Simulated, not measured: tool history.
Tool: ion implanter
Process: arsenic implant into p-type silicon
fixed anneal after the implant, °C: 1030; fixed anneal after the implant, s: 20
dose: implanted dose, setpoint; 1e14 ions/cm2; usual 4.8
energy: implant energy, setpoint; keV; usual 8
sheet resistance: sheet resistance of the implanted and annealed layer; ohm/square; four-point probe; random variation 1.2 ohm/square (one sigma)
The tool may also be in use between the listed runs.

run    hour  dose  energy  wafers since the last listed run  hours since the last dose calibration  hours since the extraction supply was calibrated  hours since the gauge calibration  read-back reference wafer on the same gauge, sheet resistance  sheet resistance
  1       0   4.8       8                                 0                                   1181                                            1980.2                               44.4                                                         273.43            238.82
  2    55.2   4.8       8                               594                                 1236.2                                            2035.4                               99.6                                                          273.3            239.33
  3     114  4.01     6.5                               633                                   1295                                            2094.2                              158.4                                                         273.04            280.31
  4   172.2   4.8       8                               626                                 1353.2                                            2152.4                              216.6                                                         272.63            238.41
  5   228.3  4.33       8                               604                                 1409.3                                            2208.5                              272.7                                                         273.14            259.47
  6   284.1  5.16     6.5                               600                                 1465.1                                            2264.3                              328.5                                                         272.48             228.9
  7   354.1  5.85     9.5                               753                                 1535.1                                            2334.3                              398.5                                                         272.85            205.67
  8   521.2  5.85     9.5                              1799                                 1702.2                                            2501.4                              565.6                                                         272.87            205.88
  9   550.6   4.8     6.5                               316                                 1731.6                                            2530.8                                595                                                         273.09            241.16
      660.9  -- Faraday cup replaced and dose calibrated
 10   679.8   4.8     6.5                              1305                                   18.9                                              2660                              724.2                                                         272.99            243.08
 11   721.7   4.8     8.5                               451                                   60.8                                            2701.9                              766.1                                                         273.26            239.17
 12   788.9   4.8     8.5                               723                                    128                                            2769.1                              833.3                                                         273.17            238.69
 13   826.2   4.8      10                               401                                  165.3                                            2806.4                              870.6                                                         273.17             238.5
 14   869.5   4.8      10                               466                                  208.6                                            2849.7                              913.9                                                         272.85            238.18
      903.7  -- extraction supply calibrated
 15   917.9   4.8      10                               435                                    257                                              14.2                              962.3                                                         273.32            239.28
 16   980.2   4.8       8                               670                                  319.3                                              76.5                             1024.6                                                         272.67            240.82
 17  1048.4   4.8       8                               734                                  387.5                                             144.7                             1092.8                                                         272.86            239.74
       1081  -- gauge calibrated
 18  1085.6  3.83      10                               400                                  424.7                                             181.9                                4.6                                                         273.01            281.31
 19  1148.1  3.85      10                               673                                  487.2                                             244.4                               67.1                                                         273.05            279.74
 20  1216.2  4.35     9.5                               733                                  555.3                                             312.5                              135.2                                                         272.98            257.26
 21  1287.6   4.8       8                               768                                  626.7                                             383.9                              206.6                                                         273.05            239.07
 22    1470  5.62       8                              1964                                  809.1                                             566.3                                389                                                         273.15            212.89
 23  1540.5  5.48       9                               759                                  879.6                                             636.8                              459.5                                                         272.73            216.26
 24  1579.5   4.8     8.5                               420                                  918.6                                             675.8                              498.5                                                         272.99            240.75
 25  1627.3  3.57     5.5                               514                                  966.4                                             723.6                              546.3                                                         272.89             309.1
 26  1690.5   4.8       8                               680                                 1029.6                                             786.8                              609.5                                                         273.15            240.35
 27  1744.9   4.8       8                               585                                   1084                                             841.2                              663.9                                                         272.74            239.56
 28  1780.1  4.18     5.5                               379                                 1119.2                                             876.4                              699.1                                                         273.74             271.1
 29    1819  3.46     6.5                               418                                 1158.1                                             915.3                                738                                                         273.33            312.65
 30  1882.4   5.7       9                               682                                 1221.5                                             978.7                              801.4                                                         273.05             209.2
 31  1914.6  3.83      10                               346                                 1253.7                                            1010.9                              833.6                                                         273.06            280.18
 32  1946.2   4.8       8                               340                                 1285.3                                            1042.5                              865.2                                                         272.92            240.02
 33  1992.5   3.8      10                               498                                 1331.6                                            1088.8                              911.5                                                         272.91               285
 34    2021   4.8       7                               306                                 1360.1                                            1117.3                                940                                                          273.2            240.43

The tool's hidden state at each run:
deviation of the true dose from the Faraday cup's reading, %: 0 in every run
deviation of the true energy from its setpoint, %: 0 in every run
gauge reads high (%): 0 in every run

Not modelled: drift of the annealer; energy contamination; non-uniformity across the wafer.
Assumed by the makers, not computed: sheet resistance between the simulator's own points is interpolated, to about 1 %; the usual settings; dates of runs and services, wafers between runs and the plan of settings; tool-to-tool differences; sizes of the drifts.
